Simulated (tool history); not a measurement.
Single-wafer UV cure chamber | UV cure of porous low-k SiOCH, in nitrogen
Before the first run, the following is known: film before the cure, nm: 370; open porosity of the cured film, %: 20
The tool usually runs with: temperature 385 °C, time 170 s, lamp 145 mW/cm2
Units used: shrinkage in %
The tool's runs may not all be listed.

run	hour	temperature	time	lamp	wafers since the last listed run	hours since the UV bulbs were replaced	wafers since the quartz window was cleaned	shrinkage
1	0.0	385	145	145	0	1466.4	627	12.183
2	14.5	385	145	145	130	1480.9	758	11.586
3	22.8	385	170	145	74	1489.2	833	12.812
4	32.2	385	170	145	84	1498.6	918	12.826
5	39.3	385	170	145	63	1505.7	982	13.041
6	52.9	385	170	145	122	1519.3	1104	12.735
7	58.9	385	170	145	54	1525.3	1158	12.587
8	74.7	381	170	145	142	1541.1	1301	12.451
9	86.0	385	170	145	101	1552.4	1403	12.572
10	93.5	385	170	145	67	1559.9	1470	12.948
11	103.5	385	170	145	90	1569.9	1560	12.892
12	119.3	385	170	145	142	1585.7	1703	12.698
13	136.8	385	170	145	157	1603.2	1861	12.393
14	145.5	385	170	145	78	1611.9	1939	13.019
# hour 156.2: quartz window cleaned
15	157.9	377	170	145	39	1624.3	14	12.700
16	174.8	398	170	145	152	1641.2	167	13.200
17	195.7	398	170	145	188	1662.1	355	12.858
18	203.9	385	170	145	73	1670.3	429	12.740
19	218.0	385	170	145	127	1684.4	556	12.164
20	235.7	385	170	145	159	1702.1	716	12.766
21	250.4	385	170	145	132	1716.8	848	12.522
22	301.7	385	170	145	462	1768.1	1311	12.498
23	315.7	385	170	177	126	1782.1	1437	13.710
24	321.9	397	170	145	55	1788.3	1493	12.845
25	336.9	367	90	168	135	1803.3	1628	9.829
# hour 351.6: UV bulbs replaced
26	352.1	400	170	145	64	0.5	1693	13.299
27	357.3	379	205	145	46	5.7	1740	13.322
# hour 377.2: quartz window cleaned
28	377.7	367	100	159	111	26.1	4	10.001
29	382.6	405	170	145	44	31.0	48	13.213
30	396.9	385	170	145	128	45.3	177	12.625
31	414.8	385	125	145	161	63.2	338	11.210
32	448.3	385	135	114	301	96.7	640	10.551
33	461.5	385	170	145	118	109.9	759	12.976
34	474.6	385	230	145	118	123.0	877	13.992
35	492.2	373	95	145	158	140.6	1036	9.733
36	505.4	385	170	145	118	153.8	1155	12.842
37	520.6	385	225	145	137	169.0	1292	14.248
38	531.1	385	170	145	94	179.5	1387	12.788
39	537.6	394	240	145	58	186.0	1445	14.699
40	546.8	385	170	145	82	195.2	1528	12.832
41	557.8	385	170	145	99	206.2	1627	12.768
42	572.1	385	170	145	128	220.5	1756	12.748
43	586.5	373	230	129	129	234.9	1886	13.457
# hour 596.3: quartz window cleaned
44	603.8	385	170	145	83	252.2	67	12.440

Describe how what the log doesn't record of the tool's condition differs between the last listed run preceding each entry between runs and the first listed run following it.
Logged between run 14 and run 15: quartz window cleaned (hour 156.2)
  no hidden state differs between the two runs
Logged between run 25 and run 26: UV bulbs replaced (hour 351.6)
  no hidden state differs between the two runs
Logged between run 27 and run 28: quartz window cleaned (hour 377.2)
  no hidden state differs between the two runs
Logged between run 43 and run 44: quartz window cleaned (hour 596.3)
  no hidden state differs between the two runs
